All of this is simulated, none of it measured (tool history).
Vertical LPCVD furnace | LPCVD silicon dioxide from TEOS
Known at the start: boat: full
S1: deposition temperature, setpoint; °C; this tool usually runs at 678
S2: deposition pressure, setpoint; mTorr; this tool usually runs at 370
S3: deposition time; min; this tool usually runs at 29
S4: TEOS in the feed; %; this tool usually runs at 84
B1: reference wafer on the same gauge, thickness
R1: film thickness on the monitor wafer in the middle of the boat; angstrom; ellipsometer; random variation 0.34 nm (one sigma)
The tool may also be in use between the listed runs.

run	hour	S1	S2	S3	S4	B1	R1
1	0	678	370	29	84	156.03	1675.1
2	39.7	678	370	29	84	156.03	1680.4
3	96.5	686	370	29	84	155.99	2036.3
4	147.3	686	370	29	84	155.95	2037.3
5	174.8	678	370	22	84	156.08	1275.5
6	212.7	678	320	29	84	155.95	1565.8
7	267.5	678	370	29	84	156.01	1683.9
8	297.7	678	370	29	84	156.07	1688.7
9	359.1	678	370	29	84	155.94	1689.5
10	420.7	678	370	29	84	155.98	1686.7
11	445.9	678	370	29	94	155.94	1784.6
12	515	678	370	29	94	155.96	1796.3
# hour 515.4: gauge calibrated
13	555.9	678	370	29	84	155.99	1687.4
14	599.5	678	370	29	84	155.96	1696.5
15	638.9	678	445	29	73	155.89	1731.8
16	670.7	678	370	29	84	155.93	1696.4
17	704.4	674	395	29	97	156.01	1705.6
18	730.6	678	370	29	94	156.06	1792
# hour 774.7: pressure gauge zeroed
19	792.2	678	370	29	77	156.04	1584
# hour 843.9: thermocouples replaced and temperature profile calibrated
20	844.4	678	370	29	84	156.06	1658.3
21	887.1	685	310	25.5	84	156.02	1583.4
22	926.5	678	370	29	84	156.02	1659.9
# hour 959.6: TEOS flow controller replaced
23	962.9	678	370	38	75	155.87	2048.8
24	1028.1	682	340	29	84	155.9	1747.1
25	1085.6	668	370	37	84	156.01	1657.9
26	1118.4	678	370	29	84	155.95	1657.1
27	1186.1	669	400	25.5	70	155.97	1110.9
28	1250.8	678	370	29	84	156.01	1660
29	1321.3	669	425	36.5	84	156.1	1796.4

Below are 3 alternative next runs, each starting from the tool's condition after run 29. Predict each:
A	1324.9	678	370	29	84	?	?
B	1324.9	678	370	22.5	84	?	?
C	1324.9	678	335	20	84	?	?

run	B1	R1
A	155.95	1660.7
B	155.95	1288.5
C	155.95	1089.9
Without the tool's hidden state the same runs would have given:
run	R1
A	1659.5
B	1287.6
C	1089
